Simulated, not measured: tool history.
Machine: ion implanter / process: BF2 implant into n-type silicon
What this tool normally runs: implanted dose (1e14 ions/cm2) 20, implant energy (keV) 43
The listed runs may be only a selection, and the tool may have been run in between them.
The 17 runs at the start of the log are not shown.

| run | hour | implanted dose (1e14 ions/cm2) | implant energy (keV) | wafers since the last listed run | hours since the last dose calibration | hours since the extraction supply was calibrated | hours since the gauge calibration | read-back reference wafer on the same gauge, sheet resistance | sheet resistance of the implanted and annealed layer (ohm/square) |
|---|---|---|---|---|---|---|---|---|---|
| 18 | 1184.6 | 20 | 36.5 | 467 | 510.9 | 4956.6 | 1345 | 111.89 | 114.17 |
| 19 | 1249 | 24.74 | 55 | 734 | 575.3 | 5021 | 1409.4 | 111.96 | 90.6 |
| 20 | 1314.8 | 15.83 | 37.5 | 750 | 641.1 | 5086.8 | 1475.2 | 112.15 | 117.09 |
|  | 1382 | gauge calibrated |
|  | 1394.9 | extraction supply calibrated |
| 21 | 1415.8 | 16.26 | 47 | 1060 | 742.1 | 20.9 | 33.8 | 112.04 | 105.09 |
| 22 | 1486.3 | 15.26 | 29.5 | 803 | 812.6 | 91.4 | 104.3 | 112.03 | 131 |
| 23 | 1581.7 | 20 | 43 | 1087 | 908 | 186.8 | 199.7 | 111.91 | 104.85 |
| 24 | 1621.8 | 20 | 53.5 | 457 | 948.1 | 226.9 | 239.8 | 111.9 | 94.04 |
| 25 | 1728 | 20 | 43 | 1210 | 1054.3 | 333.1 | 346 | 112 | 105.57 |
| 26 | 1789.7 | 17.77 | 34.5 | 703 | 1116 | 394.8 | 407.7 | 111.96 | 119.02 |
| 27 | 1840.5 | 20 | 43 | 579 | 1166.8 | 445.6 | 458.5 | 112.01 | 105.3 |
| 28 | 1885 | 20 | 43 | 507 | 1211.3 | 490.1 | 503 | 112.01 | 106.15 |
| 29 | 1991.1 | 20 | 39 | 1209 | 1317.4 | 596.2 | 609.1 | 112.05 | 110.66 |
| 30 | 2052.2 | 20 | 43 | 696 | 1378.5 | 657.3 | 670.2 | 111.97 | 105.56 |
| 31 | 2158.4 | 18.01 | 50 | 1210 | 1484.7 | 763.5 | 776.4 | 111.89 | 99.82 |
|  | 2197.9 | Faraday cup replaced and dose calibrated |
| 32 | 2230.7 | 24.44 | 50.5 | 733 | 32.8 | 835.8 | 848.7 | 111.91 | 94.83 |
| 33 | 2310.4 | 20 | 43 | 908 | 112.5 | 915.5 | 928.4 | 111.97 | 105.11 |
| 34 | 2346.5 | 20 | 43 | 411 | 148.6 | 951.6 | 964.5 | 111.95 | 105.22 |
| 35 | 2430 | 18.35 | 43 | 951 | 232.1 | 1035.1 | 1048 | 111.96 | 106.71 |
| 36 | 2526.3 | 14.06 | 55.5 | 1097 | 328.4 | 1131.4 | 1144.3 | 112.07 | 102.17 |

Forecast each of these 5 alternatives for the next run:
| A | 2526.7 | 20 | 43 | 4 | 328.8 | 1131.8 | 1144.7 | ? | ? |
| B | 2526.7 | 20 | 34 | 4 | 328.8 | 1131.8 | 1144.7 | ? | ? |
| C | 2526.7 | 25.85 | 37.5 | 4 | 328.8 | 1131.8 | 1144.7 | ? | ? |
| D | 2526.7 | 23.7 | 43 | 4 | 328.8 | 1131.8 | 1144.7 | ? | ? |
| E | 2526.7 | 17.84 | 35.5 | 4 | 328.8 | 1131.8 | 1144.7 | ? | ? |

| run | read-back reference wafer on the same gauge, sheet resistance | sheet resistance of the implanted and annealed layer (ohm/square) |
|---|---|---|
| A | 112.09 | 105.82 |
| B | 112.09 | 118.65 |
| C | 112.09 | 110.88 |
| D | 112.09 | 103.99 |
| E | 112.09 | 117.83 |
With the hidden condition removed and each run's random variation left untouched, the same runs would have given:
| run | sheet resistance of the implanted and annealed layer (ohm/square) |
|---|---|
| A | 105.82 |
| B | 118.65 |
| C | 110.88 |
| D | 103.99 |
| E | 117.83 |
